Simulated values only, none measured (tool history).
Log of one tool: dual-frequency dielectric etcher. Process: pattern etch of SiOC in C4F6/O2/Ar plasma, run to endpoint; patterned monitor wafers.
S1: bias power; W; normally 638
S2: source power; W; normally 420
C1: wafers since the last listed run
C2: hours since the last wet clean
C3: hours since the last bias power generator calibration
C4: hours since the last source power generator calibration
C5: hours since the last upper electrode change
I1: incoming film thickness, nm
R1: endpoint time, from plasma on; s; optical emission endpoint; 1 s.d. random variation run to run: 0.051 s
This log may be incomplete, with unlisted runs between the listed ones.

run,hour,S1,S2,C1,C2,C3,C4,C5,I1,R1
1,0.0,638,470,0,129.4,3558.3,2742.5,3448.9,42.07,12.1
2,44.1,638,470,1037,173.5,3602.4,2786.6,3493.0,41.90,11.9
3,76.3,638,420,757,205.7,3634.6,2818.8,3525.2,41.85,12.6
4,250.9,638,420,4109,380.3,3809.2,2993.4,3699.8,42.32,12.9
5,297.0,638,420,1084,426.4,3855.3,3039.5,3745.9,42.26,12.9
6,354.9,638,340,1362,484.3,3913.2,3097.4,3803.8,42.26,14.2
# hour 395.2: bias power generator calibrated
# hour 402.7: wet clean of the chamber
7,408.0,638,340,977,5.3,12.8,3150.5,3856.9,42.82,13.8
8,460.6,638,340,1237,57.9,65.4,3203.1,3909.5,42.36,13.8
9,506.5,638,400,1080,103.8,111.3,3249.0,3955.4,41.96,12.7
# hour 545.0: upper electrode replaced
10,560.7,638,420,710,158.0,165.5,3303.2,15.7,42.02,12.7
11,610.2,534,390,1164,207.5,215.0,3352.7,65.2,42.25,14.5
# hour 619.0: source power generator calibrated
12,658.6,500,390,1044,255.9,263.4,39.6,113.6,42.36,15.2
13,833.7,638,420,4120,431.0,438.5,214.7,288.7,42.81,13.2
14,904.4,638,400,1663,501.7,509.2,285.4,359.4,42.39,13.4
15,928.6,638,420,569,525.9,533.4,309.6,383.6,42.28,13.0
# hour 954.1: wet clean of the chamber
16,985.3,523,340,769,31.2,590.1,366.3,440.3,42.75,15.6
17,1036.8,790,420,1212,82.7,641.6,417.8,491.8,41.94,11.1
18,1098.2,736,350,1445,144.1,703.0,479.2,553.2,42.23,12.6
19,1154.8,551,420,1332,200.7,759.6,535.8,609.8,42.01,13.7
20,1217.1,596,380,1466,263.0,821.9,598.1,672.1,41.67,13.7
21,1263.7,500,330,1096,309.6,868.5,644.7,718.7,42.40,16.4
22,1315.2,765,320,1212,361.1,920.0,696.2,770.2,42.16,12.8

What if the next run were any one of these 3? Each begins from the tool's condition after run 22:
A,1315.6,638,420,9,361.5,920.4,696.6,770.6,42.50,?
B,1315.6,782,500,9,361.5,920.4,696.6,770.6,42.50,?
C,1315.6,593,420,9,361.5,920.4,696.6,770.6,42.50,?

run,R1
A,13.0
B,10.8
C,13.6
Stripped of hidden state, with their random variation kept, the same runs would have yielded:
run,R1
A,12.6
B,10.5
C,13.2
